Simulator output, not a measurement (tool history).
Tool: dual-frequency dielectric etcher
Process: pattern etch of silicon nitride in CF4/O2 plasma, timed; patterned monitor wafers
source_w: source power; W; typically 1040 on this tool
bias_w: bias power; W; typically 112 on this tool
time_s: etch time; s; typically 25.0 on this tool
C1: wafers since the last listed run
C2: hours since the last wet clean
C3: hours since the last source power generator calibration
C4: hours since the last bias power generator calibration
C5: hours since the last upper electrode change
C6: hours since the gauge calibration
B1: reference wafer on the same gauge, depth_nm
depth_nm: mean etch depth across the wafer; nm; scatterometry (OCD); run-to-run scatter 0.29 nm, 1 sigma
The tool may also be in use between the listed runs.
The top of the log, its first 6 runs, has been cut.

{"run": 7, "hour": 337.6, "source_w": 1040, "bias_w": 112, "time_s": 25.0, "C1": 326, "C2": 406.8, "C3": 2309.0, "C4": 3690.4, "C5": 3862.0, "C6": 1256.0, "B1": 92.4, "depth_nm": 81.4}
{"run": 8, "hour": 409.1, "source_w": 1040, "bias_w": 112, "time_s": 25.0, "C1": 929, "C2": 478.3, "C3": 2380.5, "C4": 3761.9, "C5": 3933.5, "C6": 1327.5, "B1": 92.3, "depth_nm": 80.3}
{"hour": 460.0, "done": "upper electrode replaced"}
{"run": 9, "hour": 472.0, "source_w": 1040, "bias_w": 112, "time_s": 25.0, "C1": 505, "C2": 541.2, "C3": 2443.4, "C4": 3824.8, "C5": 12.0, "C6": 1390.4, "B1": 92.1, "depth_nm": 80.6}
{"run": 10, "hour": 505.3, "source_w": 1040, "bias_w": 112, "time_s": 25.0, "C1": 433, "C2": 574.5, "C3": 2476.7, "C4": 3858.1, "C5": 45.3, "C6": 1423.7, "B1": 92.2, "depth_nm": 80.5}
{"run": 11, "hour": 545.0, "source_w": 1040, "bias_w": 112, "time_s": 25.0, "C1": 516, "C2": 614.2, "C3": 2516.4, "C4": 3897.8, "C5": 85.0, "C6": 1463.4, "B1": 92.3, "depth_nm": 79.8}
{"hour": 573.8, "done": "wet clean of the chamber"}
{"run": 12, "hour": 601.4, "source_w": 1040, "bias_w": 123, "time_s": 25.0, "C1": 421, "C2": 27.6, "C3": 2572.8, "C4": 3954.2, "C5": 141.4, "C6": 1519.8, "B1": 92.3, "depth_nm": 82.0}
{"run": 13, "hour": 630.3, "source_w": 1040, "bias_w": 123, "time_s": 25.0, "C1": 375, "C2": 56.5, "C3": 2601.7, "C4": 3983.1, "C5": 170.3, "C6": 1548.7, "B1": 92.3, "depth_nm": 82.4}
{"run": 14, "hour": 702.0, "source_w": 1140, "bias_w": 126, "time_s": 20.0, "C1": 932, "C2": 128.2, "C3": 2673.4, "C4": 4054.8, "C5": 242.0, "C6": 1620.4, "B1": 92.2, "depth_nm": 72.9}
{"run": 15, "hour": 754.5, "source_w": 830, "bias_w": 87, "time_s": 19.5, "C1": 682, "C2": 180.7, "C3": 2725.9, "C4": 4107.3, "C5": 294.5, "C6": 1672.9, "B1": 92.0, "depth_nm": 46.2}
{"run": 16, "hour": 796.9, "source_w": 870, "bias_w": 112, "time_s": 32.0, "C1": 551, "C2": 223.1, "C3": 2768.3, "C4": 4149.7, "C5": 336.9, "C6": 1715.3, "B1": 92.2, "depth_nm": 84.3}
{"hour": 842.8, "done": "source power generator calibrated"}
{"hour": 870.6, "done": "bias power generator calibrated"}
{"hour": 873.9, "done": "gauge calibrated"}
{"run": 17, "hour": 930.6, "source_w": 1040, "bias_w": 112, "time_s": 28.0, "C1": 1634, "C2": 356.8, "C3": 87.8, "C4": 60.0, "C5": 470.6, "C6": 56.7, "B1": 92.1, "depth_nm": 92.8}
{"run": 18, "hour": 968.9, "source_w": 1190, "bias_w": 126, "time_s": 20.5, "C1": 498, "C2": 395.1, "C3": 126.1, "C4": 98.3, "C5": 508.9, "C6": 95.0, "B1": 92.2, "depth_nm": 80.8}

Forecast run 19:
{"run": 19, "hour": 1010.3, "source_w": 1130, "bias_w": 85, "time_s": 30.5, "C1": 538, "C2": 436.5, "C3": 167.5, "C4": 139.7, "C5": 550.3, "C6": 136.4, "B1": "?", "depth_nm": "?"}

Run 19 produced B1 92.2, depth_nm 102.9 nm.
Minus the tool's unlogged condition, the same run would have read depth_nm 103.3 nm.

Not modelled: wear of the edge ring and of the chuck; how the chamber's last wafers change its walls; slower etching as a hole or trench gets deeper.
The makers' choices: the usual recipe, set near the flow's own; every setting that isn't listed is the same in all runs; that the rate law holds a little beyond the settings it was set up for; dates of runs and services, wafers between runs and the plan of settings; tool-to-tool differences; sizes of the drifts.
